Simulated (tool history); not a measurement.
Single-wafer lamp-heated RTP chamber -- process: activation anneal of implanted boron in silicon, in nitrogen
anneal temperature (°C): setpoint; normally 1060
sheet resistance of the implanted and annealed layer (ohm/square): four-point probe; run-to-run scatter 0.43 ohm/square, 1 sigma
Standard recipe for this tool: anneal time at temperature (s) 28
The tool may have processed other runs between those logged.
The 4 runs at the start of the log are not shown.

run    hour  anneal temperature (°C)  anneal time at temperature (s)  wafers since the last listed run  wafers since the last pyrometer calibration  wafers since the reflector plate was cleaned  hours since the gauge calibration  read-back reference wafer on the same gauge, sheet resistance  sheet resistance of the implanted and annealed layer (ohm/square)
  5   262.0                     1060                              28                              1423                                         6315                                          1995                              832.1                                                         278.05                                                             288.05
      289.7  -- pyrometer window cleaned and pyrometer calibrated
  6   312.4                     1060                              20                               839                                          450                                          2835                              882.5                                                         278.04                                                             288.74
  7   351.7                     1060                              20                               778                                         1228                                          3613                              921.8                                                         278.10                                                             289.35
  8   394.0                     1060                              28                               837                                         2066                                          4450                              964.1                                                         278.16                                                             288.60
  9   485.9                     1060                              28                              1819                                         3885                                          6270                             1056.0                                                         278.15                                                             288.98
 10   539.2                     1060                              28                              1055                                         4941                                          7325                             1109.3                                                         278.08                                                             288.70
 11   568.5                     1049                              28                               580                                         5521                                          7906                             1138.6                                                         278.01                                                             288.59
      625.9  -- pyrometer window cleaned and pyrometer calibrated
 12   626.4                     1049                              28                               988                                           10                                          8894                             1196.5                                                         278.19                                                             288.50
      653.9  -- gauge calibrated
 13   693.5                     1049                              28                              1328                                         1339                                         10222                               39.6                                                         275.86                                                             287.02
 14   745.2                     1060                              28                              1023                                         2363                                         11246                               91.3                                                         276.28                                                             286.40
      757.5  -- reflector plate cleaned
 15   780.2                     1060                              28                               534                                         2897                                           449                              126.3                                                         276.20                                                             286.51
 16   822.4                     1060                              41                               835                                         3733                                          1284                              168.5                                                         276.55                                                             285.34
 17   856.5                     1060                              28                               675                                         4408                                          1960                              202.6                                                         276.65                                                             286.36
 18   927.9                     1083                              24                              1413                                         5822                                          3373                              274.0                                                         276.61                                                             286.62
      976.0  -- pyrometer window cleaned and pyrometer calibrated
 19   976.5                     1031                              33                               803                                           10                                          4177                              322.6                                                         277.05                                                             288.88
 20  1025.7                     1060                              28                               974                                          984                                          5151                              371.8                                                         276.87                                                             287.48
 21  1056.3                     1060                              41                               605                                         1590                                          5757                              402.4                                                         277.03                                                             285.84

What does the tool deliver on the next run?
 22  1093.2                     1036                              28                               730                                         2321                                          6488                              439.3                                                              ?                                                                  ?

read-back reference wafer on the same gauge, sheet resistance: 277.04
sheet resistance of the implanted and annealed layer (ohm/square): 288.19
Were there no unlogged condition in the tool, this run, its random variation unchanged, would have produced sheet resistance of the implanted and annealed layer (ohm/square) 287.05.
